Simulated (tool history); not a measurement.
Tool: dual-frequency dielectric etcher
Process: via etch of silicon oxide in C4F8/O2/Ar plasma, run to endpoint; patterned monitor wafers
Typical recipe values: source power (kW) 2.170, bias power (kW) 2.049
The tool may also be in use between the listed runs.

run   hour  source power (kW)  bias power (kW)  wafers since the last listed run  hours since the last wet clean  hours since the last source power generator calibration  hours since the last bias power generator calibration  hours since the last upper electrode change  incoming incoming film thickness, nm  endpoint time (s)
  1    0.0              2.170            2.049                                 0                           376.2                                                   2217.0                                                 3629.6                                       3581.3                                1275.3              244.2
  2   24.8              2.170            2.049                               147                           401.0                                                   2241.8                                                 3654.4                                       3606.1                                1275.2              241.9
  3   52.9              2.170            2.049                               166                           429.1                                                   2269.9                                                 3682.5                                       3634.2                                1271.6              242.3
  4   69.1              2.170            2.049                                96                           445.3                                                   2286.1                                                 3698.7                                       3650.4                                1273.8              242.1
  5  115.6              2.170            2.049                               276                           491.8                                                   2332.6                                                 3745.2                                       3696.9                                1270.3              239.7
  6  134.9              2.170            2.049                               114                           511.1                                                   2351.9                                                 3764.5                                       3716.2                                1286.0              241.9
  7  165.7              2.030            2.049                               182                           541.9                                                   2382.7                                                 3795.3                                       3747.0                                1283.1              249.1
  8  186.5              2.170            1.698                               123                           562.7                                                   2403.5                                                 3816.1                                       3767.8                                1274.4              261.4
  9  200.3              2.170            1.698                                81                           576.5                                                   2417.3                                                 3829.9                                       3781.6                                1273.2              262.1
 10  222.8              2.170            1.895                               133                           599.0                                                   2439.8                                                 3852.4                                       3804.1                                1281.8              250.0
     228.9  -- bias power generator calibrated
     233.8  -- source power generator calibrated
 11  246.1              2.510            2.417                                90                           622.3                                                     12.3                                                   17.2                                       3827.4                                1276.9              210.4
     279.8  -- wet clean of the chamber
 12  280.3              2.170            1.721                                60                             0.5                                                     46.5                                                   51.4                                       3861.6                                1269.2              268.8
 13  297.3              2.630            2.308                               100                            17.5                                                     63.5                                                   68.4                                       3878.6                                1267.2              215.3
 14  330.5              1.820            2.049                               197                            50.7                                                     96.7                                                  101.6                                       3911.8                                1272.6              265.1
     409.4  -- upper electrode replaced
 15  411.1              2.170            2.049                               336                           131.3                                                    177.3                                                  182.2                                          1.7                                1269.8              244.7
 16  430.6              2.170            2.049                               115                           150.8                                                    196.8                                                  201.7                                         21.2                                1282.8              248.7
 17  465.7              2.170            2.049                               208                           185.9                                                    231.9                                                  236.8                                         56.3                                1276.3              244.9
 18  489.6              1.940            2.049                               141                           209.8                                                    255.8                                                  260.7                                         80.2                                1258.5              253.7
 19  509.9              2.700            2.499                               120                           230.1                                                    276.1                                                  281.0                                        100.5                                1272.6              205.7
 20  537.5              2.670            2.557                               163                           257.7                                                    303.7                                                  308.6                                        128.1                                1279.4              203.4
 21  555.3              1.720            1.797                               105                           275.5                                                    321.5                                                  326.4                                        145.9                                1283.9              288.0

Each row is a separate what-if for the run after 21, all from the same tool condition, not one after another. Results?
  A  555.8              2.700            2.049                                 2                           276.0                                                    322.0                                                  326.9                                        146.4                                1263.4                  ?
  B  555.8              1.640            1.641                                 2                           276.0                                                    322.0                                                  326.9                                        146.4                                1263.4                  ?
  C  555.8              1.650            2.296                                 2                           276.0                                                    322.0                                                  326.9                                        146.4                                1263.4                  ?
  D  555.8              2.370            2.363                                 2                           276.0                                                    322.0                                                  326.9                                        146.4                                1263.4                  ?
  E  555.8              1.990            2.341                                 2                           276.0                                                    322.0                                                  326.9                                        146.4                                1263.4                  ?

run  endpoint time (s)
  A              221.8
  B              302.5
  C              257.2
  D              219.4
  E              236.4
The same runs, with their run-to-run variation unchanged, on a tool lacking any hidden condition would have given:
run  endpoint time (s)
  A              224.2
  B              305.8
  C              260.0
  D              221.8
  E              239.0
